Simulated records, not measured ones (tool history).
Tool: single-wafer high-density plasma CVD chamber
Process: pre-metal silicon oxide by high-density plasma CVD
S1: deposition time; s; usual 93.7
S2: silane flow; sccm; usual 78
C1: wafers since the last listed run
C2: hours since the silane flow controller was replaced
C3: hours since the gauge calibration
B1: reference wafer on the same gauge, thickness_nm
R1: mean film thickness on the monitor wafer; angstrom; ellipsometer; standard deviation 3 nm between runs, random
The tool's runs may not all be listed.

| run | hour | S1 | S2 | C1 | C2 | C3 | B1 | R1 |
|---|---|---|---|---|---|---|---|---|
| 1 | 0.0 | 93.7 | 78 | 0 | 1284.5 | 1088.6 | 809.428 | 7459.13 |
| 2 | 39.3 | 93.7 | 78 | 560 | 1323.8 | 1127.9 | 809.147 | 7424.98 |
| 3 | 106.2 | 93.7 | 78 | 953 | 1390.7 | 1194.8 | 808.640 | 7492.50 |
| 4 | 312.1 | 93.7 | 78 | 2935 | 1596.6 | 1400.7 | 809.333 | 7466.63 |
| 5 | 359.1 | 93.7 | 78 | 669 | 1643.6 | 1447.7 | 807.740 | 7431.75 |
| 6 | 427.9 | 101.4 | 70 | 980 | 1712.4 | 1516.5 | 809.374 | 7383.22 |
| 7 | 477.8 | 101.4 | 70 | 711 | 1762.3 | 1566.4 | 808.033 | 7400.72 |
| 8 | 566.0 | 101.4 | 70 | 1257 | 1850.5 | 1654.6 | 808.744 | 7423.77 |
| 9 | 667.8 | 93.7 | 78 | 1451 | 1952.3 | 1756.4 | 809.408 | 7481.45 |
| 10 | 730.1 | 93.7 | 78 | 888 | 2014.6 | 1818.7 | 809.044 | 7543.59 |
| 11 | 818.6 | 93.7 | 78 | 1261 | 2103.1 | 1907.2 | 809.495 | 7543.31 |
| 12 | 872.5 | 93.7 | 78 | 768 | 2157.0 | 1961.1 | 808.715 | 7491.44 |
|  | 952.6 | gauge calibrated |
| 13 | 956.8 | 101.8 | 78 | 1201 | 2241.3 | 4.2 | 809.164 | 8191.04 |
| 14 | 1027.5 | 101.8 | 78 | 1007 | 2312.0 | 74.9 | 808.350 | 8209.46 |
| 15 | 1078.1 | 101.8 | 78 | 721 | 2362.6 | 125.5 | 808.147 | 8171.15 |
| 16 | 1137.4 | 80.2 | 78 | 845 | 2421.9 | 184.8 | 808.770 | 6425.17 |
| 17 | 1223.0 | 82.3 | 78 | 1220 | 2507.5 | 270.4 | 808.978 | 6628.44 |
| 18 | 1318.8 | 82.1 | 78 | 1365 | 2603.3 | 366.2 | 808.585 | 6638.73 |
| 19 | 1385.8 | 83.3 | 90 | 955 | 2670.3 | 433.2 | 808.962 | 7619.86 |
| 20 | 1450.7 | 93.7 | 78 | 925 | 2735.2 | 498.1 | 809.742 | 7557.09 |
| 21 | 1515.8 | 93.7 | 78 | 927 | 2800.3 | 563.2 | 809.050 | 7572.78 |
| 22 | 1552.2 | 107.8 | 84 | 518 | 2836.7 | 599.6 | 809.082 | 9286.85 |
| 23 | 1657.8 | 110.6 | 89 | 1505 | 2942.3 | 705.2 | 808.840 | 10073.94 |
| 24 | 1737.0 | 93.7 | 78 | 1128 | 3021.5 | 784.4 | 808.465 | 7535.55 |
| 25 | 1791.9 | 93.7 | 78 | 782 | 3076.4 | 839.3 | 809.268 | 7546.57 |
| 26 | 1836.6 | 112.2 | 64 | 637 | 3121.1 | 884.0 | 809.167 | 7643.17 |
|  | 1899.4 | silane flow controller replaced |
| 27 | 1908.0 | 87.9 | 63 | 903 | 8.6 | 955.4 | 808.539 | 5760.63 |
| 28 | 2009.7 | 105.4 | 87 | 1449 | 110.3 | 1057.1 | 808.978 | 9128.97 |
| 29 | 2086.7 | 85.7 | 78 | 1097 | 187.3 | 1134.1 | 808.711 | 6712.74 |
| 30 | 2168.1 | 93.7 | 78 | 1160 | 268.7 | 1215.5 | 809.603 | 7365.78 |
| 31 | 2250.9 | 100.0 | 67 | 1180 | 351.5 | 1298.3 | 809.247 | 6972.53 |
| 32 | 2423.6 | 93.7 | 78 | 2461 | 524.2 | 1471.0 | 808.552 | 7402.71 |

Give the tool's hidden conditions for every run:
gauge reads high (%): 0, the same for each run
H1: delivered silane flow above the setpoint (%)
| run | H1 |
|---|---|
| 1 | 0.816 |
| 2 | 0.864 |
| 3 | 0.944 |
| 4 | 1.19 |
| 5 | 1.25 |
| 6 | 1.33 |
| 7 | 1.39 |
| 8 | 1.5 |
| 9 | 1.62 |
| 10 | 1.7 |
| 11 | 1.8 |
| 12 | 1.87 |
| 13 | 1.97 |
| 14 | 2.06 |
| 15 | 2.12 |
| 16 | 2.19 |
| 17 | 2.29 |
| 18 | 2.41 |
| 19 | 2.49 |
| 20 | 2.57 |
| 21 | 2.65 |
| 22 | 2.69 |
| 23 | 2.82 |
| 24 | 2.91 |
| 25 | 2.98 |
| 26 | 3.03 |
| 27 | -0.174 |
| 28 | -0.0516 |
| 29 | 0.0413 |
| 30 | 0.14 |
| 31 | 0.239 |
| 32 | 0.448 |

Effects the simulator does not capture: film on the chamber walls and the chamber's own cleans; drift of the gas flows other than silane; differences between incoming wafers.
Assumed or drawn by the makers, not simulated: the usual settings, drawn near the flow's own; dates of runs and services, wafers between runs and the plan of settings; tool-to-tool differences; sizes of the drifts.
